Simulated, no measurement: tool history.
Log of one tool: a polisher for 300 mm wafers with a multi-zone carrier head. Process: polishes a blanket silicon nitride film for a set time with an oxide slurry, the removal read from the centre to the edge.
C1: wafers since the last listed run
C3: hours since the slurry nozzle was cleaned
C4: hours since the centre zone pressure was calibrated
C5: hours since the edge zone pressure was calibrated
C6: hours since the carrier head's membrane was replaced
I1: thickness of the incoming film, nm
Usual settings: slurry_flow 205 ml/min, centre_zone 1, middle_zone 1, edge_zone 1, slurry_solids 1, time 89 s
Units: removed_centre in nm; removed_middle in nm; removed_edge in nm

run 1 hour=0 | slurry_flow=205 centre_zone=1 middle_zone=1 edge_zone=1 slurry_solids=1 time=89 | C1=0 wafers_polished_on_this_pad=1971 C3=157.3 C4=1288 C5=1277.4 C6=1314.3 | I1=322.9 | removed_centre=46 removed_middle=45.4 removed_edge=44.7
-- hour=58.5 worn pad replaced by a new one
-- hour=66.8 centre zone pressure recalibrated
-- hour=142.1 edge zone pressure recalibrated
run 2 hour=178.9 | slurry_flow=205 centre_zone=1 middle_zone=1 edge_zone=1 slurry_solids=1 time=89 | C1=933 wafers_polished_on_this_pad=635 C3=336.2 C4=112.1 C5=36.8 C6=1493.2 | I1=334.9 | removed_centre=44.9 removed_middle=44.7 removed_edge=45.6
run 3 hour=237.8 | slurry_flow=205 centre_zone=1 middle_zone=1 edge_zone=1 slurry_solids=1 time=89 | C1=321 wafers_polished_on_this_pad=957 C3=395.1 C4=171 C5=95.7 C6=1552.1 | I1=328.6 | removed_centre=45.6 removed_middle=44.4 removed_edge=45.1
run 4 hour=342.3 | slurry_flow=205 centre_zone=1 middle_zone=1 edge_zone=1 slurry_solids=1 time=89 | C1=570 wafers_polished_on_this_pad=1528 C3=499.6 C4=275.5 C5=200.2 C6=1656.6 | I1=333.1 | removed_centre=45.1 removed_middle=45.1 removed_edge=45.1
-- hour=400.7 slurry nozzle cleaned
-- hour=477.3 carrier head's membrane replaced by a new one
run 5 hour=508 | slurry_flow=180 centre_zone=1 middle_zone=1 edge_zone=1 slurry_solids=1 time=89 | C1=872 wafers_polished_on_this_pad=2401 C3=107.3 C4=441.2 C5=365.9 C6=30.7 | I1=336.6 | removed_centre=44.5 removed_middle=42.8 removed_edge=44.3
-- hour=516.1 worn pad replaced by a new one
run 6 hour=613.4 | slurry_flow=205 centre_zone=1 middle_zone=1 edge_zone=1.08 slurry_solids=1 time=89 | C1=554 wafers_polished_on_this_pad=531 C3=212.7 C4=546.6 C5=471.3 C6=136.1 | I1=333.4 | removed_centre=45.2 removed_middle=44.7 removed_edge=46.1
run 7 hour=679.8 | slurry_flow=205 centre_zone=1 middle_zone=1 edge_zone=1 slurry_solids=1 time=89 | C1=362 wafers_polished_on_this_pad=894 C3=279.1 C4=613 C5=537.7 C6=202.5 | I1=331.5 | removed_centre=45.6 removed_middle=44.5 removed_edge=45.4
run 8 hour=717.9 | slurry_flow=205 centre_zone=0.94 middle_zone=1 edge_zone=0.92 slurry_solids=0.75 time=89 | C1=208 wafers_polished_on_this_pad=1102 C3=317.2 C4=651.1 C5=575.8 C6=240.6 | I1=327.5 | removed_centre=34.6 removed_middle=36.4 removed_edge=34.6
run 9 hour=767.2 | slurry_flow=205 centre_zone=1 middle_zone=0.88 edge_zone=1 slurry_solids=1 time=89 | C1=269 wafers_polished_on_this_pad=1371 C3=366.5 C4=700.4 C5=625.1 C6=289.9 | I1=331.4 | removed_centre=44.9 removed_middle=40.5 removed_edge=43.4
run 10 hour=813.3 | slurry_flow=205 centre_zone=1.08 middle_zone=0.92 edge_zone=1.08 slurry_solids=1.2 time=89 | C1=251 wafers_polished_on_this_pad=1623 C3=412.6 C4=746.5 C5=671.2 C6=336 | I1=327.3 | removed_centre=54 removed_middle=46.6 removed_edge=50.2
run 11 hour=895.6 | slurry_flow=205 centre_zone=1 middle_zone=0.93 edge_zone=1 slurry_solids=0.85 time=89 | C1=449 wafers_polished_on_this_pad=2073 C3=494.9 C4=828.8 C5=753.5 C6=418.3 | I1=323.6 | removed_centre=40.4 removed_middle=38.2 removed_edge=40.4
-- hour=947.3 worn pad replaced by a new one
run 12 hour=963.8 | slurry_flow=205 centre_zone=1 middle_zone=1 edge_zone=1 slurry_solids=1 time=89 | C1=350 wafers_polished_on_this_pad=90 C3=563.1 C4=897 C5=821.7 C6=486.5 | I1=330.4 | removed_centre=44.7 removed_middle=44.8 removed_edge=43.6
-- hour=1042.1 slurry nozzle cleaned
run 13 hour=1042.6 | slurry_flow=205 centre_zone=1 middle_zone=1 edge_zone=0.97 slurry_solids=1 time=89 | C1=425 wafers_polished_on_this_pad=515 C3=0.5 C4=975.8 C5=900.5 C6=565.3 | I1=330 | removed_centre=45.3 removed_middle=44.4 removed_edge=44.3
run 14 hour=1084.9 | slurry_flow=165 centre_zone=1 middle_zone=1 edge_zone=1 slurry_solids=1 time=89 | C1=231 wafers_polished_on_this_pad=746 C3=42.8 C4=1018.1 C5=942.8 C6=607.6 | I1=332.1 | removed_centre=43.5 removed_middle=43.5 removed_edge=44.2
run 15 hour=1154.9 | slurry_flow=260 centre_zone=1 middle_zone=1.04 edge_zone=0.93 slurry_solids=1 time=113 | C1=382 wafers_polished_on_this_pad=1128 C3=112.8 C4=1088.1 C5=1012.8 C6=677.6 | I1=329 | removed_centre=60.7 removed_middle=60.3 removed_edge=56.4
run 16 hour=1257.5 | slurry_flow=205 centre_zone=1 middle_zone=0.92 edge_zone=1 slurry_solids=1 time=110 | C1=560 wafers_polished_on_this_pad=1689 C3=215.4 C4=1190.7 C5=1115.4 C6=780.2 | I1=325.2 | removed_centre=56.3 removed_middle=51.3 removed_edge=55.4
run 17 hour=1297.4 | slurry_flow=245 centre_zone=1 middle_zone=1 edge_zone=1.07 slurry_solids=1 time=64 | C1=218 wafers_polished_on_this_pad=1907 C3=255.3 C4=1230.6 C5=1155.3 C6=820.1 | I1=323.4 | removed_centre=32.7 removed_middle=32.7 removed_edge=34
run 18 hour=1362 | slurry_flow=140 centre_zone=1 middle_zone=1 edge_zone=0.91 slurry_solids=1 time=89 | C1=352 wafers_polished_on_this_pad=2260 C3=319.9 C4=1295.2 C5=1219.9 C6=884.7 | I1=334.1 | removed_centre=42 removed_middle=42.2 removed_edge=41.7
-- hour=1403.7 worn pad replaced by a new one
run 19 hour=1406 | slurry_flow=205 centre_zone=1 middle_zone=1 edge_zone=1 slurry_solids=1 time=89 | C1=218 wafers_polished_on_this_pad=12 C3=363.9 C4=1339.2 C5=1263.9 C6=928.7 | I1=328.7 | removed_centre=46.3 removed_middle=44.3 removed_edge=44.5
run 20 hour=1448.3 | slurry_flow=260 centre_zone=1 middle_zone=1.04 edge_zone=0.93 slurry_solids=1 time=113 | C1=231 wafers_polished_on_this_pad=243 C3=406.2 C4=1381.5 C5=1306.2 C6=971 | I1=325.4 | removed_centre=58.2 removed_middle=58.8 removed_edge=55.7

How the hidden state differs across the entries between the runs, from the last listed run before each to the first after it:
Between runs 1 and 2: worn pad replaced by a new one (hour 58.5); centre zone pressure recalibrated (hour 66.8); edge zone pressure recalibrated (hour 142.1)
  no hidden state differs between the two runs
Between runs 4 and 5: slurry nozzle cleaned (hour 400.7); carrier head's membrane replaced by a new one (hour 477.3)
  no hidden state differs between the two runs
Between runs 5 and 6: worn pad replaced by a new one (hour 516.1)
  no hidden state differs between the two runs
Between runs 11 and 12: worn pad replaced by a new one (hour 947.3)
  no hidden state differs between the two runs
Between runs 12 and 13: slurry nozzle cleaned (hour 1042.1)
  no hidden state differs between the two runs
Between runs 18 and 19: worn pad replaced by a new one (hour 1403.7)
  no hidden state differs between the two runs
